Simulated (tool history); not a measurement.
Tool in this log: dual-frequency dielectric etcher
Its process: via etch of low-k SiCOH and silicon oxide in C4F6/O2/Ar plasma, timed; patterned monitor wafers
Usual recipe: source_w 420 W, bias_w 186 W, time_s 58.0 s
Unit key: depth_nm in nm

run,hour,source_w,bias_w,time_s,"read-back reference wafer on the same gauge, depth_nm",depth_nm
1,0.0,420,205,58.0,177.1,172.1
2,70.7,420,186,58.0,177.0,163.9
3,100.5,420,186,54.0,177.0,152.7
4,147.2,420,186,54.0,176.8,153.9
# hour 186.5: source power generator calibrated
5,301.0,420,186,54.0,176.9,154.3
6,345.3,420,186,58.0,177.0,165.6
# hour 370.9: wet clean of the chamber
7,533.3,420,186,58.0,177.0,164.1
8,599.4,420,186,58.0,176.9,164.4
9,628.4,420,186,58.0,177.0,164.3
10,658.1,380,217,74.5,176.9,221.7
11,739.8,520,199,58.0,177.1,182.1
12,785.5,420,186,58.0,177.0,163.1
# hour 796.2: bias power generator calibrated
# hour 827.1: gauge calibrated
13,836.2,420,186,58.0,176.9,169.2
14,866.3,420,155,42.0,176.8,111.7
15,934.3,490,149,64.5,177.1,177.3
# hour 971.7: upper electrode replaced
16,972.2,500,186,42.0,177.1,130.5
# hour 1010.7: wet clean of the chamber
17,1011.2,360,163,58.0,177.1,148.4
18,1036.6,390,167,41.5,176.8,110.2
19,1072.5,490,162,58.0,176.9,162.2
20,1106.1,330,147,75.0,177.0,178.4
21,1173.8,420,186,58.0,176.9,167.5
22,1223.1,390,223,42.5,177.0,131.0
23,1278.8,450,163,73.5,176.8,202.4
24,1334.1,420,186,58.0,177.0,168.7
25,1399.9,450,186,68.0,177.1,202.6
26,1468.6,420,186,58.0,177.3,170.0
27,1517.8,420,186,54.0,177.1,156.6
28,1574.4,490,230,58.0,177.0,196.9

5 options for the next run, each taken on its own from the tool as it stands now. Forecast them:
A,1574.8,420,186,58.0,?,?
B,1574.8,420,231,58.0,?,?
C,1574.8,490,200,58.0,?,?
D,1574.8,380,209,47.5,?,?
E,1574.8,350,186,58.0,?,?

run,"read-back reference wafer on the same gauge, depth_nm",depth_nm
A,176.9,168.5
B,176.9,187.6
C,176.9,183.0
D,176.9,142.1
E,176.9,159.9
Without the tool's unlogged condition, the same runs would have read:
run,depth_nm
A,165.9
B,184.7
C,180.2
D,139.9
E,157.4

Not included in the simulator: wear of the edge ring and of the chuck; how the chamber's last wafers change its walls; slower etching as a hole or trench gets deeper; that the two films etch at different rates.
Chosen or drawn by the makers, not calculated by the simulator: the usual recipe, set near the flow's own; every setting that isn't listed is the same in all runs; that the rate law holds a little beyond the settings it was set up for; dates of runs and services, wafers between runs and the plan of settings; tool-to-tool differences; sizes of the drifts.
